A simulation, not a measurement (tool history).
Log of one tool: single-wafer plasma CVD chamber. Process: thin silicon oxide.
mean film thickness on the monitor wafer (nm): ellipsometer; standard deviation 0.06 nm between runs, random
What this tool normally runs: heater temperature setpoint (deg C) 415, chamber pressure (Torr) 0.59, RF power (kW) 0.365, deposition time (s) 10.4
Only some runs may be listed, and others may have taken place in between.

run	hour	heater temperature setpoint (deg C)	chamber pressure (Torr)	RF power (kW)	deposition time (s)	read-back reference wafer on the same gauge, thickness_nm	mean film thickness on the monitor wafer (nm)
1	0	415	0.59	0.365	10.4	13.116	15.488
2	85.7	403	0.59	0.365	9.2	13.1	13.764
3	165.1	415	0.59	0.365	10.4	13.102	15.49
4	247.4	415	0.59	0.365	10.4	13.084	15.423
5	343.5	415	0.59	0.365	10.4	13.087	15.428
# hour 394.1: RF generator calibrated
6	416.4	429	0.722	0.295	12.2	13.096	19.889
7	454	404	0.59	0.365	10.4	13.117	15.326
# hour 511.7: capacitance manometer re-zeroed and calibrated
8	539.4	415	0.443	0.365	10.4	13.092	11.273
9	581.3	415	0.664	0.405	11.5	13.098	19.536
# hour 851.7: showerhead replaced
10	855.5	415	0.59	0.365	11.9	13.104	17.379
# hour 890.5: gauge calibrated
11	948.8	415	0.59	0.365	10.4	13.103	15.054
12	1022.5	415	0.446	0.42	10.4	13.095	11.987
13	1130.4	422	0.737	0.365	10.4	13.095	18.685
# hour 1206.4: RF generator calibrated, repeated, since the last time left the tool worse
14	1225.2	421	0.63	0.365	10.4	13.094	16.698
15	1272.6	415	0.59	0.365	11.7	13.115	17.789
16	1350.5	415	0.522	0.365	10.4	13.093	13.759
17	1417	415	0.59	0.365	10.4	13.108	15.682
18	1501.1	429	0.493	0.365	10.4	13.106	12.848
19	1568	422	0.476	0.425	8.6	13.117	10.887
20	1625.1	415	0.59	0.365	10.4	13.112	15.685
21	1706.8	415	0.59	0.365	10.4	13.107	15.743
22	1760.7	415	0.59	0.365	10.4	13.104	15.629
23	1836.2	415	0.59	0.365	10.4	13.097	15.662
24	1924	405	0.59	0.365	8.4	13.108	12.699
25	2017.3	404	0.59	0.31	11.8	13.099	16.866
26	2057.7	415	0.59	0.365	10.4	13.093	15.649
27	2124.4	428	0.59	0.305	10.4	13.099	14.455

Below are 5 alternative next runs, each starting from the tool's condition after run 27. Predict each:
A	2124.8	415	0.59	0.43	10.4	?	?
B	2124.8	415	0.48	0.365	10.4	?	?
C	2124.8	415	0.699	0.31	10.4	?	?
D	2124.8	415	0.59	0.365	8.8	?	?
E	2124.8	415	0.656	0.365	12.1	?	?

run	read-back reference wafer on the same gauge, thickness_nm	mean film thickness on the monitor wafer (nm)
A	13.1	16.523
B	13.1	12.676
C	13.1	17.454
D	13.1	13.24
E	13.1	20.221
Without the tool's hidden state the same runs would have given:
run	mean film thickness on the monitor wafer (nm)
A	16.635
B	12.762
C	17.584
D	13.329
E	20.358
